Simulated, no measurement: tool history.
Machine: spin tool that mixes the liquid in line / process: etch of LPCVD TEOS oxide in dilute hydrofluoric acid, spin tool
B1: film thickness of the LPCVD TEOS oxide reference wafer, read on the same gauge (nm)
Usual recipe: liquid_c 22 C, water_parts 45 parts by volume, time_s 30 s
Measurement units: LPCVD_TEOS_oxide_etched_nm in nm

Run 1, hour 0: usual settings; B1 119.99. Result: LPCVD_TEOS_oxide_etched_nm 35.69 nm.
Run 2, hour 31.9: usual settings; B1 120.02. Result: LPCVD_TEOS_oxide_etched_nm 36.74 nm.
Run 3, hour 171.5: usual settings; B1 120.03. Result: LPCVD_TEOS_oxide_etched_nm 37.49 nm.
Run 4, hour 203.9: usual settings but water_parts 35 parts by volume; B1 119.98. Result: LPCVD_TEOS_oxide_etched_nm 49.11 nm.
Run 5, hour 269.8: usual settings but water_parts 35 parts by volume; B1 119.99. Result: LPCVD_TEOS_oxide_etched_nm 49.22 nm.
Run 6, hour 333.9: usual settings but water_parts 35 parts by volume; B1 120.01. Result: LPCVD_TEOS_oxide_etched_nm 49.03 nm.
Run 7, hour 370.8: usual settings but water_parts 50 parts by volume; B1 120. Result: LPCVD_TEOS_oxide_etched_nm 34.27 nm.
Run 8, hour 415.2: usual settings; B1 119.98. Result: LPCVD_TEOS_oxide_etched_nm 38.91 nm.
Run 9, hour 472.6: usual settings; B1 120. Result: LPCVD_TEOS_oxide_etched_nm 38.27 nm.
Run 10, hour 540.6: usual settings but water_parts 30 parts by volume; B1 119.98. Result: LPCVD_TEOS_oxide_etched_nm 53.16 nm.
Run 11, hour 571.9: usual settings but liquid_c 19 C, water_parts 55 parts by volume, time_s 35 s; B1 120.02. Result: LPCVD_TEOS_oxide_etched_nm 28.66 nm.
Run 12, hour 607.2: usual settings; B1 119.99. Result: LPCVD_TEOS_oxide_etched_nm 37.8 nm.
Run 13, hour 678.1: usual settings but liquid_c 20.5 C, water_parts 65 parts by volume, time_s 45 s; B1 120. Result: LPCVD_TEOS_oxide_etched_nm 35.9 nm.
Run 14, hour 704.7: usual settings but water_parts 25 parts by volume; B1 119.99. Result: LPCVD_TEOS_oxide_etched_nm 70.49 nm.
Run 15, hour 753: usual settings but liquid_c 17 C, water_parts 60 parts by volume, time_s 15 s; B1 120.01. Result: LPCVD_TEOS_oxide_etched_nm 11.31 nm.
Run 16, hour 799.9: usual settings; B1 120.01. Result: LPCVD_TEOS_oxide_etched_nm 38.1 nm.
Run 17, hour 836.6: usual settings but liquid_c 23.5 C, time_s 15 s; B1 120. Result: LPCVD_TEOS_oxide_etched_nm 20.4 nm.
Run 18, hour 901.2: usual settings but liquid_c 19 C, water_parts 55 parts by volume, time_s 35 s; B1 120. Result: LPCVD_TEOS_oxide_etched_nm 32.73 nm.
Run 19, hour 933.7: usual settings but liquid_c 26.5 C, water_parts 30 parts by volume, time_s 40 s; B1 119.99. Result: LPCVD_TEOS_oxide_etched_nm 96.31 nm.
Run 20, hour 1003.7: usual settings but liquid_c 26.5 C; B1 120. Result: LPCVD_TEOS_oxide_etched_nm 47.6 nm.
Run 21, hour 1050: usual settings; B1 120.01. Result: LPCVD_TEOS_oxide_etched_nm 39.64 nm.
Run 22, hour 1086.6: usual settings; B1 120. Result: LPCVD_TEOS_oxide_etched_nm 40.22 nm.
Run 23, hour 1155: usual settings but water_parts 35 parts by volume, time_s 20 s; B1 120. Result: LPCVD_TEOS_oxide_etched_nm 34.21 nm.
Run 24, hour 1222.7: usual settings but water_parts 60 parts by volume, time_s 15 s; B1 119.99. Result: LPCVD_TEOS_oxide_etched_nm 14.93 nm.
Run 25, hour 1256.3: usual settings but time_s 20 s; B1 120. Result: LPCVD_TEOS_oxide_etched_nm 26.97 nm.
Run 26, hour 1327.2: usual settings but liquid_c 25.5 C, water_parts 30 parts by volume, time_s 45 s; B1 119.99. Result: LPCVD_TEOS_oxide_etched_nm 110.04 nm.
Run 27, hour 1368.2: usual settings but water_parts 60 parts by volume; B1 120. Result: LPCVD_TEOS_oxide_etched_nm 26.08 nm.
Run 28, hour 1405.6: usual settings but liquid_c 18 C, water_parts 60 parts by volume, time_s 20 s; B1 119.99. Result: LPCVD_TEOS_oxide_etched_nm 15 nm.
Run 29, hour 1470.6: usual settings; B1 120. Result: LPCVD_TEOS_oxide_etched_nm 36.39 nm.
Run 30, hour 1503.6: usual settings but water_parts 40 parts by volume; B1 120.01. Result: LPCVD_TEOS_oxide_etched_nm 41.05 nm.
Run 31, hour 1555.1: usual settings but liquid_c 27 C, water_parts 60 parts by volume, time_s 40 s; B1 120.02. Result: LPCVD_TEOS_oxide_etched_nm 44.04 nm.
Run 32, hour 1608.6: usual settings but liquid_c 20 C; B1 120.01. Result: LPCVD_TEOS_oxide_etched_nm 33.52 nm.
Run 33, hour 1645.3: usual settings; B1 119.99. Result: LPCVD_TEOS_oxide_etched_nm 36.61 nm.

Not shown here: 4 entries made in the log between runs. Locate each between two listed runs and compare the hidden state at the listed run before it with the hidden state at the listed run after it:
Runs 2 to 3: gauge calibrated (hour 66.3)
  liquid colder than its thermometer reads (K): 1.29 -> 1.39; hydrofluoric acid flow above the setpoint (%): 6.02 -> 8.25
  measured value less the no-hidden-state value, LPCVD_TEOS_oxide_etched_nm: +0.27 -> +0.92 nm
Runs 9 to 10: hydrofluoric acid flow meter replaced (hour 506)
  liquid colder than its thermometer reads (K): 1.61 -> 1.66; hydrofluoric acid flow above the setpoint (%): 13.1 -> 2.94
  measured value less the no-hidden-state value, LPCVD_TEOS_oxide_etched_nm: +2.27 -> -2.22 nm
Runs 11 to 12: thermometer replaced (hour 599.1)
  liquid colder than its thermometer reads (K): 1.68 -> 0.0862; hydrofluoric acid flow above the setpoint (%): 3.44 -> 4.01
  measured value less the no-hidden-state value, LPCVD_TEOS_oxide_etched_nm: -1.06 -> +1.4 nm
Runs 26 to 27: hydrofluoric acid flow meter replaced (hour 1330.6)
  liquid colder than its thermometer reads (K): 0.606 -> 0.636; hydrofluoric acid flow above the setpoint (%): 15.5 -> 0.877
  measured value less the no-hidden-state value, LPCVD_TEOS_oxide_etched_nm: +12.89 -> -0.46 nm
